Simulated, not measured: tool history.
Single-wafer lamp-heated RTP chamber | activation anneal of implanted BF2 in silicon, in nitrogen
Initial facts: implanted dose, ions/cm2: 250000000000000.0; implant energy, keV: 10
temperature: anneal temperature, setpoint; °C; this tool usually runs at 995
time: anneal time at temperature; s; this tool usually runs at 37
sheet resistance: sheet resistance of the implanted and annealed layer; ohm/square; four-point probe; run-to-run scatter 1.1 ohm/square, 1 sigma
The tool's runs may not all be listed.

run	hour	temperature	time	wafers since the last listed run	wafers since the last pyrometer calibration	wafers since the reflector plate was cleaned	hours since the gauge calibration	read-back reference wafer on the same gauge, sheet resistance	sheet resistance
1	0	995	37	0	4027	717	863.2	444.26	478.15
2	15.6	995	37	217	4244	934	878.8	444.23	479.93
3	49.7	995	37	474	4718	1409	912.9	444.52	476.95
4	75.8	995	37	363	5082	1772	939	443.99	476.65
5	99.8	995	37	333	5416	2106	963	444.05	476.97
6	112.8	995	37	180	5597	2287	976	444.44	476.52
7	125.4	995	37	175	5772	2462	988.6	444.2	476.73
# hour 138.8: pyrometer window cleaned and pyrometer calibrated
8	139.2	995	37	80	6	2543	1002.4	444.04	484.95
9	155.9	995	53	232	238	2775	1019.1	443.77	477.34
10	182.3	995	53	367	605	3143	1045.5	444.12	475.46
11	212.2	995	53	416	1021	3559	1075.4	443.81	473.31
12	238.4	1002	21	364	1386	3923	1101.6	443.81	487.13
# hour 247.6: reflector plate cleaned
13	269.4	1002	21	320	1706	302	1132.6	443.86	489.87
14	282.2	1018	37	178	1884	480	1145.4	443.73	471.79
15	311.3	1018	37	404	2289	885	1174.5	443.7	470.67
16	323.3	978	51	166	2456	1052	1186.5	443.78	487.53
17	345	981	25	301	2758	1354	1208.2	444.13	497.99
# hour 368.4: gauge calibrated
18	375.2	995	37	420	3178	1775	6.8	444.22	478.82
19	403.6	1024	37	395	3573	2170	35.2	443.97	464.6
20	417	1024	37	186	3760	2356	48.6	443.69	464.21
21	524	1003	16	1488	5249	3845	155.6	444.17	489.21
22	546.5	1010	52	313	5562	4158	178.1	444.14	462.2
# hour 569.4: reflector plate cleaned
23	570.2	995	46	218	5780	11	201.8	443.9	475.43
24	584.3	995	55	196	5977	207	215.9	444.01	469.68
# hour 608.1: pyrometer window cleaned and pyrometer calibrated
25	608.6	995	43	226	7	434	240.2	443.83	482.89
26	621	1011	18	172	180	606	252.6	443.73	488.15
27	645	995	37	333	514	940	276.6	444.07	485.64
28	675	1014	47	417	931	1358	306.6	444.22	468.27
29	689.5	1009	26	201	1133	1559	321.1	444.01	480.95
30	708.2	995	37	260	1393	1820	339.8	443.72	479.56
31	740	1009	43	442	1835	2262	371.6	444.25	469.56
32	770.8	979	22	428	2264	2691	402.4	443.47	502.79
33	859.8	987	37	1238	3503	3929	491.4	444.12	482.37
34	873.7	968	30	193	3696	4123	505.3	444.14	504.19
# hour 883.7: reflector plate cleaned
35	891.3	1012	50	133	3830	106	522.9	444.04	465.1
36	904.3	1024	16	180	4010	286	535.9	443.71	479.92
37	932.1	977	43	386	4397	673	563.7	443.75	490.1

Branching from run 37: 4 alternative next runs. What would each branch give?
A	932.5	995	37	5	4403	679	564.1	?	?
B	932.5	986	20	5	4403	679	564.1	?	?
C	932.5	979	56	5	4403	679	564.1	?	?
D	932.5	983	20	5	4403	679	564.1	?	?

run	read-back reference wafer on the same gauge, sheet resistance	sheet resistance
A	443.86	478.3
B	443.86	497.62
C	443.86	480.93
D	443.86	500.07
With the hidden condition removed and each run's random variation left untouched, the same runs would have given:
run	sheet resistance
A	489.59
B	510.52
C	495.84
D	513.52

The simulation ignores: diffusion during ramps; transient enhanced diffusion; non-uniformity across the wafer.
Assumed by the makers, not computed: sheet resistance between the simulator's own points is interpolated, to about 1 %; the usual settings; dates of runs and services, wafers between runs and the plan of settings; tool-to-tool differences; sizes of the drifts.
